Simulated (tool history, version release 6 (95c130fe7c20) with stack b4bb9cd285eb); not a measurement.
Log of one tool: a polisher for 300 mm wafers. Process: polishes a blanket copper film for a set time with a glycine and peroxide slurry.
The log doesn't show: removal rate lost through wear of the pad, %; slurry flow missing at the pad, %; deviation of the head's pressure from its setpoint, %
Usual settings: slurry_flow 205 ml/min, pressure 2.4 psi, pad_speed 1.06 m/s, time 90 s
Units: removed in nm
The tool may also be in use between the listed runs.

run,hour,slurry_flow,pressure,pad_speed,time,wafers since the last listed run,wafers polished on this pad,hours since the slurry nozzle was cleaned,hours since the head pressure was calibrated,"incoming thickness of the incoming film, nm",removed
1,0.0,205,2.8,1.06,90,0,176,287.7,234.9,2117.6,470.5
2,9.3,205,2.8,1.06,90,70,247,297.0,244.2,2095.8,471.4
# hour 11.6: slurry nozzle cleaned
3,15.4,205,2.4,1.06,90,38,285,3.8,250.3,2081.6,419.9
4,32.3,205,2.4,1.06,90,127,413,20.7,267.2,2111.8,417.5
5,40.4,205,2.4,1.06,100,61,474,28.8,275.3,2088.3,469.1
6,52.7,205,2.4,1.06,100,92,567,41.1,287.6,2107.7,459.0
7,97.5,205,2.4,1.06,90,338,905,85.9,332.4,2126.7,415.5
8,103.6,205,2.4,1.06,90,46,951,92.0,338.5,2093.4,411.3
9,112.6,205,2.4,1.06,90,67,1019,101.0,347.5,2097.8,419.0
10,124.8,205,2.4,1.06,90,92,1111,113.2,359.7,2072.5,406.0
11,141.1,205,2.4,1.06,90,123,1234,129.5,376.0,2140.8,409.5
12,149.6,205,2.4,1.06,90,64,1298,138.0,384.5,2105.6,411.2
13,162.0,205,2.4,1.06,90,93,1392,150.4,396.9,2095.8,405.5
14,170.4,205,2.4,1.06,90,63,1455,158.8,405.3,2106.5,410.6
# hour 185.0: worn pad replaced by a new one
15,185.5,205,2.4,1.06,90,83,3,173.9,420.4,2128.5,410.6
16,202.1,205,2.4,1.06,90,125,128,190.5,437.0,2130.8,406.3
17,216.3,205,2.4,1.06,90,107,236,204.7,451.2,2118.7,403.4
18,224.5,205,2.9,1.06,79,61,298,212.9,459.4,2108.3,416.3
# hour 243.5: head pressure recalibrated
19,259.5,205,2.4,1.06,90,249,547,247.9,16.0,2092.8,429.4

Run 20 comes next. What will it give?
20,265.7,175,2.4,1.06,90,46,593,254.1,22.2,2110.8,?

{"run 20": {"removed": 421.0}}
Without the tool's hidden state the same run would have given removed 420.6 nm.
